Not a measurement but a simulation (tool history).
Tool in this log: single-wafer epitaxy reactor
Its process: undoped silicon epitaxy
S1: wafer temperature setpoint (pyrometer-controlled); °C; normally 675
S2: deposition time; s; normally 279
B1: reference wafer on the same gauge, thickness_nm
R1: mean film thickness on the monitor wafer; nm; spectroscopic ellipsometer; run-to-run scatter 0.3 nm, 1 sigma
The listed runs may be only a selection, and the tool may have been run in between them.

run,hour,S1,S2,B1,R1
1,0.0,675,279,65.490,78.513
2,96.1,675,279,65.435,77.665
3,250.0,675,279,65.554,78.170
4,315.1,675,279,65.483,78.386
5,414.2,675,279,65.476,78.822
6,470.5,681,279,65.450,89.814
7,550.1,675,298,65.526,84.122
8,608.8,675,279,65.407,78.262
# hour 636.5: pyrometer calibrated
9,687.9,675,279,65.554,75.174
10,739.7,675,279,65.591,75.032
11,920.5,675,279,65.422,75.823
12,972.7,675,232,65.554,63.247
13,1037.8,675,238,65.533,64.753
# hour 1076.7: gauge calibrated
14,1098.3,683,314,65.557,104.049
15,1193.0,675,279,65.499,77.051
16,1283.5,675,279,65.519,77.283
17,1324.5,675,279,65.410,77.388
18,1392.6,675,279,65.499,77.521
19,1452.8,663,317,65.400,66.387
20,1517.1,670,228,65.595,56.583
21,1567.0,679,254,65.464,77.462
22,1638.5,683,279,65.561,93.425
23,1690.9,684,256,65.541,88.404

Branching from run 23: 5 alternative next runs. What would each branch give?
A,1691.4,675,228,?,?
B,1691.4,670,295,?,?
C,1691.4,675,229,?,?
D,1691.4,665,323,?,?
E,1691.4,684,258,?,?

run,B1,R1
A,65.471,63.870
B,65.471,73.448
C,65.471,64.150
D,65.471,71.374
E,65.471,89.046
With no hidden state in the tool, these same runs would have given:
run,R1
A,61.069
B,70.189
C,61.337
D,68.168
E,85.222
